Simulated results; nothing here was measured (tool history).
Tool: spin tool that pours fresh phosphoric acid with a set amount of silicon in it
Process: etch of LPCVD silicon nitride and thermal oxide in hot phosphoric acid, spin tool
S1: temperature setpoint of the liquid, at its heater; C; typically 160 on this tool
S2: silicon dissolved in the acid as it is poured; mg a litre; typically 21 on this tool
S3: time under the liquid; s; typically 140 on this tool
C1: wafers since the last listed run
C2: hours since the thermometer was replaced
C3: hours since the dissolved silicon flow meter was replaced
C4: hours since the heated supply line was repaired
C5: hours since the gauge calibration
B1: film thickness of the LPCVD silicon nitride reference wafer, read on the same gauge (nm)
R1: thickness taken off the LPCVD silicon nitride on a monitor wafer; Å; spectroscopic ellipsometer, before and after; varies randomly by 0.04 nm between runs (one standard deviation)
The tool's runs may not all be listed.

run,day,S1,S2,S3,C1,C2,C3,C4,C5,B1,R1
1,0,159,21,140,0,1116.2,1455.2,2221,681.6,30,117.5
2,3.796,159,21,140,664,1207.3,1546.3,2312.1,772.7,30.01,117.7
3,14.667,160,13.5,140,1902,1468.2,1807.2,2573,1033.6,29.99,121.7
4,18.879,160,21,140,737,1569.3,1908.3,2674.1,1134.7,30.01,122
5,22.233,160,21,140,587,1649.8,1988.8,2754.6,1215.2,30,121.3
6,23.983,160,21,140,306,1691.8,2030.8,2796.6,1257.2,30.02,120.6
# day 24.746: dissolved silicon flow meter replaced
7,28.179,160,21,140,727,1792.5,82.4,2897.3,1357.9,30,121.6
8,31.483,160,21,140,578,1871.8,161.7,2976.6,1437.2,30,121
9,33.433,161.5,31.5,140,341,1918.6,208.5,3023.4,1484,29.98,128.3
10,37.412,160,21,140,696,2014.1,304,3118.9,1579.5,29.98,120.9
11,40.338,159,32.5,175,512,2084.3,374.2,3189.1,1649.7,30.01,146.2
# day 42.35: heated supply line repaired
# day 43.038: thermometer replaced
12,44.812,160,21,140,768,42.6,481.6,59.1,1757.1,29.99,125.9
# day 48.188: gauge calibrated
13,48.825,160,30,80,702,138.9,577.9,155.4,15.3,29.99,72

For run 14, what comes out?
14,50.367,163,6.5,60,269,175.9,614.9,192.4,52.3,?,?

{"run 14": {"B1": 30, "R1": 59.7}}
Were there no unlogged condition in the tool, this run, its random variation unchanged, would have produced R1 59.8 Å.
